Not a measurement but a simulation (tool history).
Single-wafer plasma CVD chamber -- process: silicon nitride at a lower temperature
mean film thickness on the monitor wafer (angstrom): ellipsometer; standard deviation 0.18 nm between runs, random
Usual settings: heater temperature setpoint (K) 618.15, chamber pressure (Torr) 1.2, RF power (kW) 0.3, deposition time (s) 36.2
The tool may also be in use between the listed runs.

run,hour,heater temperature setpoint (K),chamber pressure (Torr),RF power (kW),deposition time (s),"read-back reference wafer on the same gauge, thickness_nm",mean film thickness on the monitor wafer (angstrom)
1,0,618.15,1.2,0.3,36.2,33.785,367.25
2,39.9,618.15,1.2,0.3,36.2,33.816,368.98
3,107.3,618.15,1.2,0.3,36.2,33.762,371.78
4,165.3,607.15,1.2,0.3,36.2,33.808,371.05
# hour 177.2: thermocouple changed; heater temperature recalibrated
5,231.3,618.15,1.45,0.3,42.4,33.837,461.55
6,266.2,618.15,1.2,0.3,36.2,33.789,367.9
# hour 460.5: RF generator calibrated
7,461,614.15,1.2,0.3,36.2,33.825,369.76
# hour 471.7: showerhead replaced
8,497.9,618.15,1.2,0.3,36.2,33.797,369.2
9,565.9,618.15,1.2,0.3,36.2,33.807,367.72
10,625.8,603.15,1.08,0.315,30.9,33.84,317.61
11,660.9,618.15,1.2,0.335,43.1,33.785,485.04
12,731.8,604.15,1.08,0.285,36.2,33.789,338.65
13,799.6,603.15,1.08,0.315,30.9,33.771,318.17
14,847,624.15,1.4,0.3,36.2,33.802,388.22
15,901.8,618.15,1.2,0.285,38.8,33.843,378.63
16,966.3,618.15,1.2,0.3,41.6,33.784,426.83
17,1028.6,604.15,1.2,0.245,30,33.827,250.73
# hour 1071.4: capacitance manometer re-zeroed and calibrated
18,1084.9,618.15,1.2,0.3,36.2,33.778,371.42
19,1126,631.15,1.49,0.275,36.2,33.785,364.72
20,1181.1,614.15,1.2,0.26,36.2,33.801,320.13
21,1227,618.15,1.2,0.3,36.2,33.79,367.9
22,1283.2,618.15,1.2,0.3,36.2,33.792,367.7
# hour 1341.4: RF generator calibrated
23,1354.1,618.15,1.2,0.3,40.9,33.791,420.97
24,1406.1,618.15,1.2,0.3,36.2,33.795,370.51
# hour 1450.6: thermocouple changed; heater temperature recalibrated
25,1453.3,612.15,1.42,0.34,36.2,33.802,438.55
26,1595.3,618.15,1.2,0.27,36.2,33.774,332.37
27,1636.7,613.15,1.2,0.26,36.2,33.81,323.23

Each row is a separate what-if for the run after 27, all from the same tool condition, not one after another. Results?
A,1637.1,618.15,1.2,0.3,36.2,?,?
B,1637.1,618.15,0.97,0.285,41.8,?,?
C,1637.1,632.15,1.43,0.35,38.4,?,?
D,1637.1,604.15,1.36,0.255,36.2,?,?
E,1637.1,629.15,1.09,0.355,42.9,?,?

run,"read-back reference wafer on the same gauge, thickness_nm",mean film thickness on the monitor wafer (angstrom)
A,33.806,369.92
B,33.806,372.86
C,33.806,475.37
D,33.806,330.86
E,33.806,486.71
With the hidden condition removed and each run's random variation left untouched, the same runs would have given:
run,mean film thickness on the monitor wafer (angstrom)
A,369.92
B,372.86
C,475.37
D,330.86
E,486.71
